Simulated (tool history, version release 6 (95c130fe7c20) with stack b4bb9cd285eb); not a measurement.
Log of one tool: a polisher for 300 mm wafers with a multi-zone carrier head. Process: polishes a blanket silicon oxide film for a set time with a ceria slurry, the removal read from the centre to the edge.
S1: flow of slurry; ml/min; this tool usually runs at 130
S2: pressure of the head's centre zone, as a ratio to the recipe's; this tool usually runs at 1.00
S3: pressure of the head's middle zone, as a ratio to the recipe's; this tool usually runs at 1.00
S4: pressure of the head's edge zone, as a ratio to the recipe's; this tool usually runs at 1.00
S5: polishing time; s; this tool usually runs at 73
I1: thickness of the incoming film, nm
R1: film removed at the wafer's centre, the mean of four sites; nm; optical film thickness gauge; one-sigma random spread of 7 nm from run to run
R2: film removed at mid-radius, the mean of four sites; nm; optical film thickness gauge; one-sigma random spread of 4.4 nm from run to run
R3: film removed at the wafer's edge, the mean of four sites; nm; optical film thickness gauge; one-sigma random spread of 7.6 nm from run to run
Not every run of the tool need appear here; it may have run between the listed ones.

{"run": 1, "day": 0.0, "S1": 130, "S2": 1.0, "S3": 1.0, "S4": 1.0, "S5": 73, "I1": 1736.9, "R1": 486.8, "R2": 497.4, "R3": 477.6}
{"day": 1.117, "done": "slurry nozzle cleaned"}
{"run": 2, "day": 1.788, "S1": 130, "S2": 1.0, "S3": 1.0, "S4": 1.0, "S5": 73, "I1": 1738.9, "R1": 497.8, "R2": 495.9, "R3": 487.2}
{"run": 3, "day": 2.833, "S1": 130, "S2": 1.0, "S3": 1.0, "S4": 0.92, "S5": 73, "I1": 1739.7, "R1": 476.2, "R2": 489.8, "R3": 450.2}
{"run": 4, "day": 4.658, "S1": 130, "S2": 1.0, "S3": 1.0, "S4": 0.92, "S5": 73, "I1": 1718.7, "R1": 469.5, "R2": 473.5, "R3": 455.0}
{"run": 5, "day": 7.308, "S1": 130, "S2": 1.0, "S3": 1.0, "S4": 0.92, "S5": 73, "I1": 1719.7, "R1": 451.4, "R2": 453.2, "R3": 434.9}
{"day": 7.683, "done": "worn pad replaced by a new one"}
{"day": 9.046, "done": "edge zone pressure recalibrated"}
{"run": 6, "day": 11.921, "S1": 130, "S2": 1.0, "S3": 1.0, "S4": 1.0, "S5": 73, "I1": 1717.7, "R1": 504.6, "R2": 499.5, "R3": 487.7}
{"run": 7, "day": 13.846, "S1": 160, "S2": 1.0, "S3": 1.0, "S4": 1.09, "S5": 99, "I1": 1764.9, "R1": 702.5, "R2": 687.8, "R3": 709.9}
{"run": 8, "day": 15.367, "S1": 130, "S2": 1.0, "S3": 1.0, "S4": 1.0, "S5": 73, "I1": 1754.1, "R1": 480.9, "R2": 485.6, "R3": 474.8}
{"day": 15.642, "done": "centre zone pressure recalibrated"}
{"run": 9, "day": 16.9, "S1": 130, "S2": 1.0, "S3": 1.0, "S4": 1.04, "S5": 73, "I1": 1726.9, "R1": 484.8, "R2": 479.5, "R3": 491.2}
{"day": 17.596, "done": "worn pad replaced by a new one"}
{"run": 10, "day": 18.408, "S1": 95, "S2": 0.9, "S3": 1.0, "S4": 0.9, "S5": 73, "I1": 1740.5, "R1": 419.3, "R2": 466.9, "R3": 451.3}
{"run": 11, "day": 20.104, "S1": 130, "S2": 1.0, "S3": 1.0, "S4": 1.0, "S5": 73, "I1": 1734.2, "R1": 509.3, "R2": 515.2, "R3": 507.4}
{"day": 21.183, "done": "slurry nozzle cleaned"}
{"run": 12, "day": 22.608, "S1": 130, "S2": 1.05, "S3": 0.96, "S4": 1.09, "S5": 48, "I1": 1749.9, "R1": 342.3, "R2": 317.9, "R3": 338.2}
{"day": 23.912, "done": "carrier head's membrane replaced by a new one"}
{"run": 13, "day": 23.933, "S1": 115, "S2": 0.92, "S3": 0.95, "S4": 1.0, "S5": 61, "I1": 1725.5, "R1": 360.0, "R2": 384.5, "R3": 399.1}
{"run": 14, "day": 25.279, "S1": 140, "S2": 1.0, "S3": 1.1, "S4": 1.0, "S5": 73, "I1": 1716.6, "R1": 495.8, "R2": 539.1, "R3": 489.2}
{"run": 15, "day": 26.375, "S1": 170, "S2": 1.06, "S3": 1.0, "S4": 1.0, "S5": 73, "I1": 1742.0, "R1": 540.3, "R2": 506.3, "R3": 487.6}
{"run": 16, "day": 29.175, "S1": 160, "S2": 1.08, "S3": 1.04, "S4": 1.0, "S5": 80, "I1": 1725.3, "R1": 587.2, "R2": 552.3, "R3": 531.0}
{"day": 29.633, "done": "worn pad replaced by a new one"}
{"run": 17, "day": 30.567, "S1": 170, "S2": 1.0, "S3": 1.0, "S4": 0.92, "S5": 73, "I1": 1734.3, "R1": 545.6, "R2": 546.8, "R3": 526.1}
{"run": 18, "day": 32.633, "S1": 130, "S2": 1.04, "S3": 1.0, "S4": 1.0, "S5": 73, "I1": 1751.3, "R1": 529.8, "R2": 503.3, "R3": 513.9}
{"run": 19, "day": 34.458, "S1": 115, "S2": 0.96, "S3": 1.11, "S4": 0.94, "S5": 73, "I1": 1727.5, "R1": 454.4, "R2": 522.7, "R3": 465.9}
{"run": 20, "day": 37.246, "S1": 90, "S2": 1.0, "S3": 1.0, "S4": 1.0, "S5": 95, "I1": 1752.2, "R1": 531.5, "R2": 539.2, "R3": 558.4}
{"run": 21, "day": 39.796, "S1": 130, "S2": 1.11, "S3": 1.0, "S4": 1.0, "S5": 73, "I1": 1759.9, "R1": 521.5, "R2": 463.9, "R3": 455.6}

Forecast each of these 5 alternatives for the next run:
{"run": "A", "day": 39.812, "S1": 130, "S2": 0.89, "S3": 1.0, "S4": 1.0, "S5": 73, "I1": 1732.3, "R1": "?", "R2": "?", "R3": "?"}
{"run": "B", "day": 39.812, "S1": 130, "S2": 1.0, "S3": 0.9, "S4": 0.97, "S5": 73, "I1": 1732.3, "R1": "?", "R2": "?", "R3": "?"}
{"run": "C", "day": 39.812, "S1": 130, "S2": 1.0, "S3": 1.0, "S4": 1.07, "S5": 52, "I1": 1732.3, "R1": "?", "R2": "?", "R3": "?"}
{"run": "D", "day": 39.812, "S1": 130, "S2": 1.0, "S3": 1.0, "S4": 1.0, "S5": 53, "I1": 1732.3, "R1": "?", "R2": "?", "R3": "?"}
{"run": "E", "day": 39.812, "S1": 160, "S2": 1.0, "S3": 1.0, "S4": 1.0, "S5": 73, "I1": 1732.3, "R1": "?", "R2": "?", "R3": "?"}

run=A R1=418.5 R2=465.5 R3=466.0
run=B R1=470.3 R2=425.9 R3=459.9
run=C R1=335.2 R2=331.3 R3=343.2
run=D R1=341.7 R2=337.8 R3=338.3
run=E R1=497.9 R2=488.9 R3=482.9
Stripped of hidden state, with their random variation kept, the same runs would have yielded:
run=A R1=473.6 R2=526.8 R3=527.5
run=B R1=532.3 R2=482.1 R3=520.5
run=C R1=379.5 R2=375.0 R3=388.4
run=D R1=386.7 R2=382.3 R3=382.9
run=E R1=563.5 R2=553.4 R3=546.6

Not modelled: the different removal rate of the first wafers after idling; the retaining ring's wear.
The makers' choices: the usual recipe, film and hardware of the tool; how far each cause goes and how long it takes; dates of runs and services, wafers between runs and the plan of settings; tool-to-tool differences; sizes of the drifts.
